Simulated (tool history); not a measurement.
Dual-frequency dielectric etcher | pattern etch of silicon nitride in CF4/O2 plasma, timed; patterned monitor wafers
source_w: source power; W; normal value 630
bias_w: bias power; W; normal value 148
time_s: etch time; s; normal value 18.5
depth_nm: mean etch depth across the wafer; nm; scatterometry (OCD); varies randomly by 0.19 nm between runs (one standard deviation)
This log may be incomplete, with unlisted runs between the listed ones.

run,hour,source_w,bias_w,time_s,"read-back reference wafer on the same gauge, depth_nm",depth_nm
1,0,630,148,18.5,45.27,42.31
2,46.7,690,148,18.5,45.32,46.31
3,63,690,148,18.5,45.31,46.08
4,76.5,630,148,15,45.34,34.3
5,105.2,630,148,15,45.2,34.22
6,125.6,630,148,15,45.27,34.5
7,148.1,630,148,18.5,45.28,42.78
8,183.6,630,148,18.5,45.37,42.64
9,214.7,520,148,18.5,45.3,35.38
10,228.9,520,148,18.5,45.34,35.6
11,254,520,148,18.5,45.36,35.55
12,269.2,550,159,18.5,45.36,38.78
13,286.4,550,159,18.5,45.31,39.11
14,300.9,630,148,18.5,45.27,42.71
15,328.5,510,124,15.5,45.24,26.92
# hour 344.9: gauge calibrated
16,346.7,630,148,18.5,45.32,43.24
17,380.2,630,117,18.5,45.3,38.52
18,411.9,770,148,24,45.22,68.15
# hour 422.3: source power generator calibrated
# hour 424.6: bias power generator calibrated
# hour 462.3: upper electrode replaced, of another model than before
19,462.8,630,148,18.5,45.28,43.54
20,463.1,630,148,22,45.33,51.26
21,495.4,760,115,22,45.31,53.73
22,522.2,520,181,13.5,45.3,27.34
# hour 549.8: wet clean of the chamber
23,550.3,630,148,18.5,45.31,41.92
24,575.8,530,148,13.5,45.33,23.2
25,609.1,630,124,18.5,45.3,36.1
26,621.9,630,185,18.5,45.31,49.55
27,644.2,500,157,13,45.33,21.15
28,667.2,630,180,18.5,45.29,49.1
29,693.4,690,120,15.5,45.3,33.92
30,713.6,700,148,23,45.3,61.36
# hour 726.2: gauge calibrated
31,744.8,630,148,17,45.24,39.06

Predict each of these 3 candidate next runs independently; none follows another, all start after run 31:
A,745.2,500,148,18.5,?,?
B,745.2,630,181,18.5,?,?
C,745.2,770,148,18.5,?,?

run,"read-back reference wafer on the same gauge, depth_nm",depth_nm
A,45.27,29.02
B,45.27,49.76
C,45.27,56.85
What these runs would have given with no unlogged condition in the tool:
run,depth_nm
A,28.65
B,49.12
C,56.13
